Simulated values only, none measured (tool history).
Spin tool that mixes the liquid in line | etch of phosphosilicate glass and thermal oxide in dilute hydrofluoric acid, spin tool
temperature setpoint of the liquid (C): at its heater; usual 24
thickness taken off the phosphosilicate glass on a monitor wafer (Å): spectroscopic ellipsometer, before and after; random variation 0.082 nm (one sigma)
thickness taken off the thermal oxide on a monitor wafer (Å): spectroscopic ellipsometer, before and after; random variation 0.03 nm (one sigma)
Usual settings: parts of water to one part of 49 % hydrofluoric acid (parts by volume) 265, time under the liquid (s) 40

run   hour  temperature setpoint of the liquid (C)  parts of water to one part of 49 % hydrofluoric acid (parts by volume)  time under the liquid (s)  wafers since the last listed run  hours since the thermometer was replaced  hours since the hydrofluoric acid flow meter was replaced  hours since the gauge calibration  read-back film thickness of the phosphosilicate glass reference wafer, read on the same gauge (nm)  read-back film thickness of the thermal oxide reference wafer, read on the same gauge (nm)  thickness taken off the phosphosilicate glass on a monitor wafer (Å)  thickness taken off the thermal oxide on a monitor wafer (Å)
  1      0                                      24                                                                     265                         40                                 0                                    2845.9                                                      781.3                              402.2                                                                                              120.01                                                                                      29.998                                                                 110.4                                                          7.13
       8.8  -- gauge calibrated
  2      9                                      24                                                                     265                         40                               140                                    2854.9                                                      790.3                                0.2                                                                                                 120                                                                                      30.008                                                                   109                                                             7
  3   22.5                                      24                                                                     265                         40                               210                                    2868.4                                                      803.8                               13.7                                                                                              120.01                                                                                      30.001                                                                 109.4                                                          6.51
  4   36.2                                      24                                                                     265                         40                               213                                    2882.1                                                      817.5                               27.4                                                                                                 120                                                                                      29.985                                                                 110.8                                                             7
  5   43.2                                      24                                                                     265                         40                               109                                    2889.1                                                      824.5                               34.4                                                                                              120.01                                                                                       30.01                                                                 108.8                                                          6.55
      54.4  -- thermometer replaced
  6   58.2                                      24                                                                     265                         40                               218                                       3.8                                                      839.5                               49.4                                                                                                 120                                                                                      29.961                                                                 109.3                                                          6.75
  7   66.3                                      24                                                                     265                         40                               126                                      11.9                                                      847.6                               57.5                                                                                              119.99                                                                                      30.003                                                                   109                                                          6.55
  8   78.8                                      24                                                                     265                         40                               194                                      24.4                                                      860.1                                 70                                                                                              119.99                                                                                      30.001                                                                 108.2                                                          6.65
  9     96                                    27.5                                                                     365                         50                               268                                      41.6                                                      877.3                               87.2                                                                                              119.98                                                                                      30.026                                                                 100.7                                                          6.68
 10  109.1                                      24                                                                     265                         40                               204                                      54.7                                                      890.4                              100.3                                                                                                 120                                                                                      29.986                                                                 109.4                                                          6.65
 11  124.1                                    19.5                                                                     265                         40                               233                                      69.7                                                      905.4                              115.3                                                                                              119.99                                                                                      29.998                                                                  92.3                                                          5.74
 12  138.6                                      28                                                                     265                         40                               225                                      84.2                                                      919.9                              129.8                                                                                                 120                                                                                      30.008                                                                 125.5                                                          7.99
 13  156.4                                      28                                                                     385                         55                               277                                       102                                                      937.7                              147.6                                                                                              119.99                                                                                      30.006                                                                 105.8                                                          6.14
 14  168.5                                      24                                                                     265                         40                               188                                     114.1                                                      949.8                              159.7                                                                                              119.99                                                                                      30.011                                                                 110.8                                                          7.04
     170.2  -- hydrofluoric acid flow meter replaced
 15  184.9                                      24                                                                     265                         60                               240                                     130.5                                                       14.7                              176.1                                                                                              119.99                                                                                      29.973                                                                 162.7                                                          9.45
 16  197.7                                      24                                                                     265                         50                               199                                     143.3                                                       27.5                              188.9                                                                                              119.98                                                                                      30.011                                                                 136.3                                                          8.44
 17  212.9                                      24                                                                     265                         40                               236                                     158.5                                                       42.7                              204.1                                                                                              120.01                                                                                      29.993                                                                 107.2                                                          6.26
 18  220.5                                    28.5                                                                     225                         55                               118                                     166.1                                                       50.3                              211.7                                                                                                 120                                                                                      30.008                                                                 216.2                                                          12.7
 19  233.3                                      24                                                                     175                         40                               199                                     178.9                                                       63.1                              224.5                                                                                              120.01                                                                                      29.983                                                                   182                                                         11.47
 20  253.9                                    26.5                                                                     300                         50                               321                                     199.5                                                       83.7                              245.1                                                                                              119.99                                                                                      29.995                                                                   124                                                          7.44
 21  265.8                                      26                                                                     230                         40                               185                                     211.4                                                       95.6                                257                                                                                              120.01                                                                                      30.018                                                                 139.1                                                          8.25
 22    276                                    20.5                                                                     370                         25                               158                                     221.6                                                      105.8                              267.2                                                                                                 120                                                                                      30.021                                                                  39.1                                                          2.49
 23  282.9                                    22.5                                                                     360                         40                               107                                     228.5                                                      112.7                              274.1                                                                                              119.99                                                                                      30.026                                                                  69.7                                                          4.46
 24  296.3                                      24                                                                     265                         40                               208                                     241.9                                                      126.1                              287.5                                                                                                 120                                                                                      30.015                                                                 108.1                                                          6.26
 25    310                                      24                                                                     265                         30                               213                                     255.6                                                      139.8                              301.2                                                                                                 120                                                                                      29.984                                                                  80.4                                                          4.94
 26  317.9                                      24                                                                     390                         40                               123                                     263.5                                                      147.7                              309.1                                                                                              120.01                                                                                      29.992                                                                  65.6                                                          3.76
 27  328.2                                    26.5                                                                     200                         65                               160                                     273.8                                                        158                              319.4                                                                                              120.01                                                                                          30                                                                 277.1                                                         17.25

How the hidden state differs across the entries between the runs, from the last listed run before each to the first after it:
Between runs 1 and 2: gauge calibrated (hour 8.8)
  no hidden state differs between the two runs
Between runs 5 and 6: thermometer replaced (hour 54.4)
  no hidden state differs between the two runs
Between runs 14 and 15: hydrofluoric acid flow meter replaced (hour 170.2)
  no hidden state differs between the two runs
